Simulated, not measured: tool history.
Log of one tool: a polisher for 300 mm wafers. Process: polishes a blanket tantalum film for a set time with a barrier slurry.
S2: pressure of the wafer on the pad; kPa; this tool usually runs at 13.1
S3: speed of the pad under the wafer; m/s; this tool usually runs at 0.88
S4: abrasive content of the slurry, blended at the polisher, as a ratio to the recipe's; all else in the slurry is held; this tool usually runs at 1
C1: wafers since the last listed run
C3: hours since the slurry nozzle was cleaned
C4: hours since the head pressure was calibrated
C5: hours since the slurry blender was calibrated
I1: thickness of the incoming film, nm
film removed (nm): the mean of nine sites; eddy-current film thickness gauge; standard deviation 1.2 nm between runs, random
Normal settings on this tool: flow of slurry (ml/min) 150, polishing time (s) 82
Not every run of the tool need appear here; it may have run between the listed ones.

Run 1, hour 0: usual settings but polishing time (s) 88; C1 0; wafers polished on this pad 341; C3 549.4; C4 269; C5 589.4; I1 463.9. Result: film removed (nm) 112.5.
At hour 9.7: slurry nozzle cleaned.
Run 2, hour 36.8: usual settings but flow of slurry (ml/min) 120; C1 223; wafers polished on this pad 564; C3 27.1; C4 305.8; C5 626.2; I1 469.3. Result: film removed (nm) 100.
At hour 70.4: slurry blender recalibrated.
Run 3, hour 132.5: usual settings but flow of slurry (ml/min) 120; C1 584; wafers polished on this pad 1148; C3 122.8; C4 401.5; C5 62.1; I1 464.7. Result: film removed (nm) 108.6.
Run 4, hour 220.6: usual settings but S3 0.64 m/s; C1 549; wafers polished on this pad 1697; C3 210.9; C4 489.6; C5 150.2; I1 473. Result: film removed (nm) 82.7.
Run 5, hour 313.4: usual settings; C1 578; wafers polished on this pad 2276; C3 303.7; C4 582.4; C5 243; I1 475.4. Result: film removed (nm) 113.9.
Run 6, hour 411.2: usual settings; C1 609; wafers polished on this pad 2885; C3 401.5; C4 680.2; C5 340.8; I1 470. Result: film removed (nm) 113.4.
Run 7, hour 482.7: usual settings; C1 445; wafers polished on this pad 3331; C3 473; C4 751.7; C5 412.3; I1 477.3. Result: film removed (nm) 108.5.
Run 8, hour 590.3: usual settings; C1 670; wafers polished on this pad 4002; C3 580.6; C4 859.3; C5 519.9; I1 471.6. Result: film removed (nm) 107.5.
At hour 620.4: worn pad replaced by a new one.
At hour 623.2: slurry nozzle cleaned.
Run 9, hour 669.2: usual settings; C1 460; wafers polished on this pad 298; C3 46; C4 938.2; C5 598.8; I1 477.1. Result: film removed (nm) 103.7.
At hour 708.1: slurry blender recalibrated.
Run 10, hour 913.5: usual settings; C1 1510; wafers polished on this pad 1808; C3 290.3; C4 1182.5; C5 205.4; I1 471.9. Result: film removed (nm) 110.6.
Run 11, hour 961.3: usual settings; C1 297; wafers polished on this pad 2106; C3 338.1; C4 1230.3; C5 253.2; I1 462.6. Result: film removed (nm) 111.6.
Run 12, hour 998.4: usual settings; C1 231; wafers polished on this pad 2337; C3 375.2; C4 1267.4; C5 290.3; I1 476.8. Result: film removed (nm) 108.1.
Run 13, hour 1070.4: usual settings but flow of slurry (ml/min) 175; C1 448; wafers polished on this pad 2786; C3 447.2; C4 1339.4; C5 362.3; I1 476.6. Result: film removed (nm) 111.1.
Run 14, hour 1175.7: usual settings but S2 9 kPa, S3 1.02 m/s; C1 656; wafers polished on this pad 3442; C3 552.5; C4 1444.7; C5 467.6; I1 468.8. Result: film removed (nm) 84.7.
Run 15, hour 1239: usual settings but polishing time (s) 103; C1 394; wafers polished on this pad 3837; C3 615.8; C4 1508; C5 530.9; I1 468.9. Result: film removed (nm) 126.9.
At hour 1262: worn pad replaced by a new one.
At hour 1275.8: slurry nozzle cleaned.
Run 16, hour 1285.2: usual settings but S4 1.2; C1 256; wafers polished on this pad 138; C3 9.4; C4 1554.2; C5 577.1; I1 465.2. Result: film removed (nm) 109.8.
At hour 1308.3: head pressure recalibrated.
At hour 1340.5: slurry blender recalibrated.
Run 17, hour 1452.2: usual settings; C1 1016; wafers polished on this pad 1154; C3 176.4; C4 143.9; C5 111.7; I1 475.8. Result: film removed (nm) 110.9.
Run 18, hour 1538.9: usual settings but S2 11 kPa; C1 540; wafers polished on this pad 1694; C3 263.1; C4 230.6; C5 198.4; I1 469.9. Result: film removed (nm) 95.
Run 19, hour 1583.4: usual settings; C1 277; wafers polished on this pad 1972; C3 307.6; C4 275.1; C5 242.9; I1 463.1. Result: film removed (nm) 112.
Run 20, hour 1673: usual settings but flow of slurry (ml/min) 120, S2 11.7 kPa, S3 0.66 m/s, S4 1.25; C1 558; wafers polished on this pad 2530; C3 397.2; C4 364.7; C5 332.5; I1 466.8. Result: film removed (nm) 76.8.
Run 21, hour 1711.8: usual settings but S4 1.1, polishing time (s) 64; C1 241; wafers polished on this pad 2772; C3 436; C4 403.5; C5 371.3; I1 471.5. Result: film removed (nm) 89.
Run 22, hour 1767.8: usual settings but flow of slurry (ml/min) 100, polishing time (s) 98; C1 349; wafers polished on this pad 3121; C3 492; C4 459.5; C5 427.3; I1 465.2. Result: film removed (nm) 120.8.
Run 23, hour 1856: usual settings; C1 549; wafers polished on this pad 3671; C3 580.2; C4 547.7; C5 515.5; I1 469.3. Result: film removed (nm) 104.4.
At hour 1884.4: worn pad replaced by a new one.
Run 24, hour 1940: usual settings but S2 9.7 kPa, S4 0.9; C1 498; wafers polished on this pad 346; C3 664.2; C4 631.7; C5 599.5; I1 464.9. Result: film removed (nm) 73.
At hour 1967: slurry blender recalibrated.
At hour 1976.4: slurry nozzle cleaned.
Run 25, hour 1987: usual settings but S2 9.7 kPa, S3 0.98 m/s, S4 0.85, polishing time (s) 90; C1 274; wafers polished on this pad 620; C3 10.6; C4 678.7; C5 20; I1 471.2. Result: film removed (nm) 96.6.
Run 26, hour 2078.3: usual settings but flow of slurry (ml/min) 130, S2 15.2 kPa, S3 1.08 m/s, S4 1.1; C1 569; wafers polished on this pad 1189; C3 101.9; C4 770; C5 111.3; I1 461.4. Result: film removed (nm) 165.5.
Run 27, hour 2178.6: usual settings but S2 11 kPa, S3 1.14 m/s, S4 0.9; C1 625; wafers polished on this pad 1815; C3 202.2; C4 870.3; C5 211.6; I1 465.3. Result: film removed (nm) 117.9.
Run 28, hour 2255.8: usual settings but flow of slurry (ml/min) 120, S2 9 kPa, S3 1.1 m/s; C1 481; wafers polished on this pad 2296; C3 279.4; C4 947.5; C5 288.8; I1 472.7. Result: film removed (nm) 91.9.
Run 29, hour 2331.7: usual settings but S2 15.2 kPa; C1 473; wafers polished on this pad 2769; C3 355.3; C4 1023.4; C5 364.7; I1 474.7. Result: film removed (nm) 129.1.
Run 30, hour 2438.6: usual settings but polishing time (s) 97; C1 666; wafers polished on this pad 3435; C3 462.2; C4 1130.3; C5 471.6; I1 479.1. Result: film removed (nm) 125.5.

Predict each of these 4 candidate next runs independently; none follows another, all start after run 30:
Run A, hour 2439: usual settings but S3 1 m/s; C1 2; wafers polished on this pad 3438; C3 462.6; C4 1130.7; C5 472; I1 466.6. Result: film removed (nm) ?.
Run B, hour 2439: usual settings but flow of slurry (ml/min) 195; C1 2; wafers polished on this pad 3438; C3 462.6; C4 1130.7; C5 472; I1 466.6. Result: film removed (nm) ?.
Run C, hour 2439: usual settings but S3 0.74 m/s, S4 0.75, polishing time (s) 59; C1 2; wafers polished on this pad 3438; C3 462.6; C4 1130.7; C5 472; I1 466.6. Result: film removed (nm) ?.
Run D, hour 2439: usual settings but S2 15.2 kPa, S4 0.8; C1 2; wafers polished on this pad 3438; C3 462.6; C4 1130.7; C5 472; I1 466.6. Result: film removed (nm) ?.

run  film removed (nm)
  A              121.3
  B              110.5
  C               56.4
  D              111.7
The same runs, with their run-to-run variation unchanged, on a tool lacking any hidden condition would have given:
run  film removed (nm)
  A              128.7
  B              117.3
  C               60.9
  D                120
